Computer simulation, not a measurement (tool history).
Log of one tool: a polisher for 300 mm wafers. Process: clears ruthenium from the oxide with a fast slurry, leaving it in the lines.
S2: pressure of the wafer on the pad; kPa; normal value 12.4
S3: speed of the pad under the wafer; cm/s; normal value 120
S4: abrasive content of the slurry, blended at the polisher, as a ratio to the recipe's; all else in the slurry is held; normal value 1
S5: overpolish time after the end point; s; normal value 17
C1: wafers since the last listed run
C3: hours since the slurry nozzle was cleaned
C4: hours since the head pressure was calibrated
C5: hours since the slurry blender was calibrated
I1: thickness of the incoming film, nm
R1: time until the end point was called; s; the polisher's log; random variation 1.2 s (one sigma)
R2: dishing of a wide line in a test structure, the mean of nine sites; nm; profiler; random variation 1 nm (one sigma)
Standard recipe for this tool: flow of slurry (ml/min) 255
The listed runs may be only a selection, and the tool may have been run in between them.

Run 1, hour 0: usual settings but flow of slurry (ml/min) 320, S4 1.25; C1 0; wafers polished on this pad 401; C3 34.7; C4 843.5; C5 53.5; I1 264.7. Result: R1 72.6 s, R2 48.9 nm.
Run 2, hour 16.4: usual settings but S5 9 s; C1 169; wafers polished on this pad 571; C3 51.1; C4 859.9; C5 69.9; I1 258.7. Result: R1 82.2 s, R2 25 nm.
Run 3, hour 28.4: usual settings but S2 15.2 kPa; C1 124; wafers polished on this pad 695; C3 63.1; C4 871.9; C5 81.9; I1 261.9. Result: R1 73.1 s, R2 47.8 nm.
Run 4, hour 38.1: usual settings but S2 15.2 kPa; C1 100; wafers polished on this pad 795; C3 72.8; C4 881.6; C5 91.6; I1 258. Result: R1 73.3 s, R2 47.8 nm.
Run 5, hour 50.4: usual settings; C1 127; wafers polished on this pad 922; C3 85.1; C4 893.9; C5 103.9; I1 262.5. Result: R1 83 s, R2 42.2 nm.
Run 6, hour 66.8: usual settings; C1 169; wafers polished on this pad 1092; C3 101.5; C4 910.3; C5 120.3; I1 256.4. Result: R1 82.9 s, R2 42.9 nm.
Run 7, hour 76.7: usual settings but S4 0.85; C1 102; wafers polished on this pad 1194; C3 111.4; C4 920.2; C5 130.2; I1 259. Result: R1 90.1 s, R2 39.6 nm.
Run 8, hour 83.5: usual settings but S2 14.5 kPa, S4 0.9; C1 70; wafers polished on this pad 1265; C3 118.2; C4 927; C5 137; I1 260.4. Result: R1 81.3 s, R2 44 nm.
At hour 87.9: worn pad replaced by a new one.
Run 9, hour 96.5: usual settings but S2 14.5 kPa, S4 0.9; C1 93; wafers polished on this pad 89; C3 131.2; C4 940; C5 150; I1 254.1. Result: R1 82 s, R2 41.6 nm.
Run 10, hour 108.8: usual settings but S2 14.5 kPa, S4 0.9; C1 127; wafers polished on this pad 216; C3 143.5; C4 952.3; C5 162.3; I1 256.4. Result: R1 83.2 s, R2 43.1 nm.
Run 11, hour 117: usual settings but flow of slurry (ml/min) 230, S4 1.1; C1 84; wafers polished on this pad 301; C3 151.7; C4 960.5; C5 170.5; I1 260.5. Result: R1 87 s, R2 41.4 nm.
Run 12, hour 131.4: usual settings but S4 0.9, S5 23 s; C1 148; wafers polished on this pad 449; C3 166.1; C4 974.9; C5 184.9; I1 260.3. Result: R1 95.5 s, R2 51.2 nm.
Run 13, hour 144.1: usual settings but flow of slurry (ml/min) 225; C1 131; wafers polished on this pad 581; C3 178.8; C4 987.6; C5 197.6; I1 258.1. Result: R1 95.8 s, R2 38.6 nm.
Run 14, hour 154.7: usual settings; C1 109; wafers polished on this pad 690; C3 189.4; C4 998.2; C5 208.2; I1 258.6. Result: R1 92.6 s, R2 37.7 nm.
Run 15, hour 162.7: usual settings but S2 14.5 kPa; C1 82; wafers polished on this pad 773; C3 197.4; C4 1006.2; C5 216.2; I1 261.4. Result: R1 83.9 s, R2 41.8 nm.
Run 16, hour 170: usual settings; C1 75; wafers polished on this pad 848; C3 204.7; C4 1013.5; C5 223.5; I1 254.8. Result: R1 95 s, R2 37.6 nm.
Run 17, hour 186.4: usual settings but S2 14.5 kPa, S4 0.9; C1 169; wafers polished on this pad 1018; C3 221.1; C4 1029.9; C5 239.9; I1 259.9. Result: R1 90.1 s, R2 39.4 nm.
Run 18, hour 195: usual settings but S4 0.7; C1 88; wafers polished on this pad 1107; C3 229.7; C4 1038.5; C5 248.5; I1 261.4. Result: R1 117 s, R2 31.5 nm.
At hour 204.8: slurry nozzle cleaned.
Run 19, hour 206.6: usual settings; C1 109; wafers polished on this pad 1216; C3 1.8; C4 1050.1; C5 260.1; I1 261.6. Result: R1 89.8 s, R2 40 nm.
At hour 208.6: head pressure recalibrated.
At hour 212.7: worn pad replaced by a new one.
Run 20, hour 214.3: usual settings but flow of slurry (ml/min) 205, S3 108 cm/s, S4 1.3, S5 12 s; C1 17; wafers polished on this pad 16; C3 9.5; C4 5.7; C5 267.8; I1 259.9. Result: R1 88.9 s, R2 29.6 nm.
At hour 217.2: slurry blender recalibrated.
Run 21, hour 222.2: usual settings but S4 0.9; C1 60; wafers polished on this pad 77; C3 17.4; C4 13.6; C5 5; I1 261.7. Result: R1 82.3 s, R2 42.8 nm.
Run 22, hour 232.3: usual settings but S2 16.5 kPa; C1 104; wafers polished on this pad 181; C3 27.5; C4 23.7; C5 15.1; I1 258.7. Result: R1 65.7 s, R2 52.6 nm.
Run 23, hour 239.2: usual settings but S2 13.8 kPa, S4 0.85; C1 71; wafers polished on this pad 253; C3 34.4; C4 30.6; C5 22; I1 258.5. Result: R1 80.4 s, R2 44.2 nm.
Run 24, hour 251.4: usual settings but S5 14 s; C1 126; wafers polished on this pad 379; C3 46.6; C4 42.8; C5 34.2; I1 262.5. Result: R1 81.9 s, R2 37.2 nm.
Run 25, hour 258.8: usual settings but flow of slurry (ml/min) 330, S2 14.5 kPa, S4 0.9, S5 22 s; C1 76; wafers polished on this pad 455; C3 54; C4 50.2; C5 41.6; I1 263.1. Result: R1 75.9 s, R2 60.8 nm.
Run 26, hour 271.6: usual settings; C1 132; wafers polished on this pad 588; C3 66.8; C4 63; C5 54.4; I1 257.3. Result: R1 80.5 s, R2 45.1 nm.
Run 27, hour 282.6: usual settings but flow of slurry (ml/min) 295, S4 1.1, S5 12 s; C1 113; wafers polished on this pad 701; C3 77.8; C4 74; C5 65.4; I1 258.7. Result: R1 78.7 s, R2 33.1 nm.
Run 28, hour 299.3: usual settings but flow of slurry (ml/min) 220, S3 154 cm/s, S4 1.1; C1 172; wafers polished on this pad 874; C3 94.5; C4 90.7; C5 82.1; I1 257.5. Result: R1 65.7 s, R2 50.4 nm.

Describe how what the log doesn't record of the tool's condition differs between the last listed run preceding each entry between runs and the first listed run following it.
Logged between run 8 and run 9: worn pad replaced by a new one (hour 87.9)
  slurry flow missing at the pad, %: 26.5 -> 28.7; abrasive missing from the slurry, %: 17.2 -> 18.7
  measured value less the no-hidden-state value, R1: +9 -> +10 s; R2: -4.8 -> -5 nm
Logged between run 18 and run 19: slurry nozzle cleaned (hour 204.8)
  slurry flow missing at the pad, %: 45.2 -> 2.22; abrasive missing from the slurry, %: 30.4 -> 31.8
  measured value less the no-hidden-state value, R1: +26.9 -> +12.5 s; R2: -8.4 -> -5.7 nm
Logged between run 19 and run 20: head pressure recalibrated (hour 208.6); worn pad replaced by a new one (hour 212.7)
  slurry flow missing at the pad, %: 2.22 -> 3.52; abrasive missing from the slurry, %: 31.8 -> 32.7
  measured value less the no-hidden-state value, R1: +12.5 -> +11.7 s; R2: -5.7 -> -4.1 nm
Logged between run 20 and run 21: slurry blender recalibrated (hour 217.2)
  slurry flow missing at the pad, %: 3.52 -> 4.84; abrasive missing from the slurry, %: 32.7 -> 5.32
  measured value less the no-hidden-state value, R1: +11.7 -> +2.3 s; R2: -4.1 -> -1 nm
